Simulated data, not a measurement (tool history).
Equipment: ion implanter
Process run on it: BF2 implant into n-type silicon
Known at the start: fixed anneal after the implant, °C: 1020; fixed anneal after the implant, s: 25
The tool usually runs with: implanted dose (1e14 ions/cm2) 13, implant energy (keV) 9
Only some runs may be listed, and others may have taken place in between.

| run | hour | implanted dose (1e14 ions/cm2) | implant energy (keV) | wafers since the last listed run | hours since the last dose calibration | hours since the extraction supply was calibrated | hours since the gauge calibration | read-back reference wafer on the same gauge, sheet resistance | sheet resistance of the implanted and annealed layer (ohm/square) |
|---|---|---|---|---|---|---|---|---|---|
| 1 | 0 | 13 | 8 | 0 | 717.8 | 2903.5 | 182.6 | 198.86 | 190.93 |
| 2 | 76.9 | 13 | 8 | 1700 | 794.7 | 2980.4 | 259.5 | 198.94 | 190.82 |
| 3 | 112.8 | 13.92 | 9 | 793 | 830.6 | 3016.3 | 295.4 | 199.06 | 183.14 |
| 4 | 129.7 | 13.92 | 9 | 373 | 847.5 | 3033.2 | 312.3 | 199.03 | 183.86 |
| 5 | 150.9 | 13.92 | 9 | 468 | 868.7 | 3054.4 | 333.5 | 199.04 | 183.08 |
| 6 | 172.2 | 13 | 9 | 470 | 890 | 3075.7 | 354.8 | 199.05 | 186 |
|  | 213.9 | gauge calibrated |
|  | 242.7 | Faraday cup replaced and dose calibrated |
| 7 | 275.7 | 13 | 9 | 2111 | 33 | 3179.2 | 61.8 | 199.04 | 187.75 |
| 8 | 292.5 | 13 | 9 | 371 | 49.8 | 3196 | 78.6 | 199.01 | 187.65 |
| 9 | 320.5 | 13 | 9 | 619 | 77.8 | 3224 | 106.6 | 199.03 | 187.56 |
| 10 | 333.9 | 13 | 9 | 296 | 91.2 | 3237.4 | 120 | 198.95 | 187.4 |
|  | 355.6 | extraction supply calibrated |
| 11 | 362.3 | 13 | 9 | 451 | 119.6 | 6.7 | 148.4 | 199.01 | 187.26 |
| 12 | 395.2 | 15.95 | 10 | 727 | 152.5 | 39.6 | 181.3 | 198.96 | 176.56 |
| 13 | 427.6 | 11.49 | 11.5 | 716 | 184.9 | 72 | 213.7 | 199.06 | 183.57 |
| 14 | 446.5 | 13 | 9 | 417 | 203.8 | 90.9 | 232.6 | 198.91 | 187.18 |
| 15 | 474.8 | 14.09 | 9 | 625 | 232.1 | 119.2 | 260.9 | 199.05 | 183.43 |
| 16 | 505.1 | 10.66 | 9 | 669 | 262.4 | 149.5 | 291.2 | 199.06 | 199.8 |
| 17 | 520.6 | 10.86 | 9 | 342 | 277.9 | 165 | 306.7 | 199.1 | 198.82 |
| 18 | 548.2 | 13 | 9 | 610 | 305.5 | 192.6 | 334.3 | 199.05 | 186.95 |
| 19 | 562.9 | 9.31 | 11 | 325 | 320.2 | 207.3 | 349 | 199.03 | 202.71 |
| 20 | 589.9 | 13 | 6 | 596 | 347.2 | 234.3 | 376 | 199 | 203.91 |
|  | 598.8 | gauge calibrated |
| 21 | 607.2 | 11.74 | 6.5 | 382 | 364.5 | 251.6 | 8.4 | 198.95 | 207.35 |
| 22 | 640.8 | 13 | 9 | 742 | 398.1 | 285.2 | 42 | 199.11 | 187.01 |
| 23 | 700.9 | 13 | 9 | 1328 | 458.2 | 345.3 | 102.1 | 199.04 | 186.46 |

Forecast each of these 3 alternatives for the next run:
| A | 701.3 | 10.84 | 9 | 8 | 458.6 | 345.7 | 102.5 | ? | ? |
| B | 701.3 | 16.51 | 11.5 | 8 | 458.6 | 345.7 | 102.5 | ? | ? |
| C | 701.3 | 15.76 | 9 | 8 | 458.6 | 345.7 | 102.5 | ? | ? |

| run | read-back reference wafer on the same gauge, sheet resistance | sheet resistance of the implanted and annealed layer (ohm/square) |
|---|---|---|
| A | 199 | 198.26 |
| B | 199 | 169.9 |
| C | 199 | 180.75 |
With no hidden state in the tool, these same runs would have given:
| run | sheet resistance of the implanted and annealed layer (ohm/square) |
|---|---|
| A | 200.54 |
| B | 170.41 |
| C | 181.37 |
